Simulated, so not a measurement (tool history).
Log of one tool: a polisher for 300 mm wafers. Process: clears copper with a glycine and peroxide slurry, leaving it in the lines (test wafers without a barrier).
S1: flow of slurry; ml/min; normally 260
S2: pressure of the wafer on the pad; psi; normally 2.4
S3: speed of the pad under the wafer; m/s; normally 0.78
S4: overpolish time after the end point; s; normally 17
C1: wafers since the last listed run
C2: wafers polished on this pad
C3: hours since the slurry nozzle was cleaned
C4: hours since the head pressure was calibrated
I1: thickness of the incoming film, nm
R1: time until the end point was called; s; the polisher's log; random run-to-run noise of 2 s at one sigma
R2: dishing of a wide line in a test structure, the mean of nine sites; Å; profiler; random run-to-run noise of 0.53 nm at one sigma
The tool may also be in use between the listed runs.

run,hour,S1,S2,S3,S4,C1,C2,C3,C4,I1,R1,R2
1,0.0,260,2.4,0.78,17,0,1667,34.0,14.5,469.8,111.1,439
2,64.2,260,1.9,0.78,17,306,1973,98.2,78.7,470.9,129.0,389
3,105.9,260,1.9,0.78,17,198,2172,139.9,120.4,462.9,126.2,385
4,154.9,260,1.9,0.78,17,233,2406,188.9,169.4,468.2,127.4,396
5,252.6,260,2.4,0.78,13,466,2872,286.6,267.1,463.2,117.5,334
# hour 339.1: worn pad replaced by a new one
6,340.3,260,2.4,0.78,13,399,5,374.3,354.8,475.0,119.9,333
7,400.9,325,2.4,0.78,17,289,294,434.9,415.4,472.5,117.0,406
8,482.2,260,2.4,0.78,17,387,682,516.2,496.7,462.9,117.4,414
9,527.5,260,2.4,0.78,17,216,898,561.5,542.0,471.4,124.5,406
# hour 543.0: slurry nozzle cleaned
# hour 599.7: head pressure recalibrated
10,635.4,260,2.4,0.78,17,500,1398,92.4,35.7,464.6,124.5,410
11,714.0,260,2.4,0.78,17,374,1773,171.0,114.3,466.9,125.3,401
12,762.7,260,2.4,0.78,17,232,2006,219.7,163.0,470.2,119.2,396
13,807.8,260,2.4,0.78,17,215,2221,264.8,208.1,466.0,122.0,387
14,896.4,260,2.4,0.78,17,422,2643,353.4,296.7,479.3,127.3,401
15,982.3,260,2.6,0.86,10,409,3053,439.3,382.6,473.1,113.3,282
16,1061.1,330,2.8,0.78,17,375,3429,518.1,461.4,477.8,119.0,430
# hour 1097.3: worn pad replaced by a new one, repeated, since the last time left the tool worse
# hour 1190.6: slurry nozzle cleaned
# hour 1270.2: head pressure recalibrated
17,1340.4,260,2.6,0.86,10,1298,1145,149.8,70.2,471.8,100.4,308
18,1394.4,235,3.0,0.94,17,257,1402,203.8,124.2,478.2,90.1,534
19,1434.5,260,1.9,0.78,17,191,1593,243.9,164.3,463.0,120.5,395
20,1531.5,260,2.4,0.60,17,462,2056,340.9,261.3,473.3,136.7,377
21,1608.2,310,2.4,0.70,23,365,2422,417.6,338.0,465.4,120.3,514
# hour 1655.7: worn pad replaced by a new one
22,1674.8,330,2.8,0.64,13,298,91,484.2,404.6,474.0,117.2,346
23,1721.4,260,1.9,0.78,17,222,313,530.8,451.2,475.7,125.5,400
24,1763.4,260,2.4,0.78,17,200,513,572.8,493.2,468.3,106.8,443
# hour 1809.3: head pressure recalibrated
# hour 1823.0: slurry nozzle cleaned
25,1823.8,180,1.8,0.78,17,273,787,0.8,14.5,472.8,132.3,387
26,1915.4,285,3.2,0.64,17,436,1224,92.4,106.1,472.4,110.7,446
27,2018.7,260,2.4,0.78,17,492,1717,195.7,209.4,474.9,110.3,429
28,2120.5,260,2.6,0.86,10,485,2202,297.5,311.2,464.7,96.5,304
29,2194.6,330,2.8,0.64,13,353,2556,371.6,385.3,469.1,120.3,326
# hour 2213.6: worn pad replaced by a new one
30,2252.2,260,2.4,0.86,17,255,184,429.2,442.9,469.1,98.0,477
31,2358.8,260,2.1,0.78,10,508,692,535.8,549.5,465.6,116.5,257
32,2446.5,260,3.1,0.64,10,418,1111,623.5,637.2,462.5,112.1,274
# hour 2470.0: head pressure recalibrated
# hour 2508.5: slurry nozzle cleaned
33,2511.8,260,2.4,0.52,17,297,1408,3.3,41.8,477.8,151.7,346
34,2585.0,260,2.4,0.78,17,349,1757,76.5,115.0,464.8,114.8,428
35,2631.3,260,1.8,0.78,17,220,1978,122.8,161.3,473.5,129.8,384

Alternative continuations, all from the tool just after run 35; predict every row:
A,2631.8,260,2.4,0.78,27,2,1980,123.3,161.8,471.0,?,?
B,2631.8,305,2.1,0.78,17,2,1980,123.3,161.8,471.0,?,?
C,2631.8,180,2.8,0.98,22,2,1980,123.3,161.8,471.0,?,?

run,R1,R2
A,116.6,618
B,122.4,413
C,93.2,627
Stripped of hidden state, with their random variation kept, the same runs would have yielded:
run,R1,R2
A,111.9,637
B,117.5,427
C,89.4,645

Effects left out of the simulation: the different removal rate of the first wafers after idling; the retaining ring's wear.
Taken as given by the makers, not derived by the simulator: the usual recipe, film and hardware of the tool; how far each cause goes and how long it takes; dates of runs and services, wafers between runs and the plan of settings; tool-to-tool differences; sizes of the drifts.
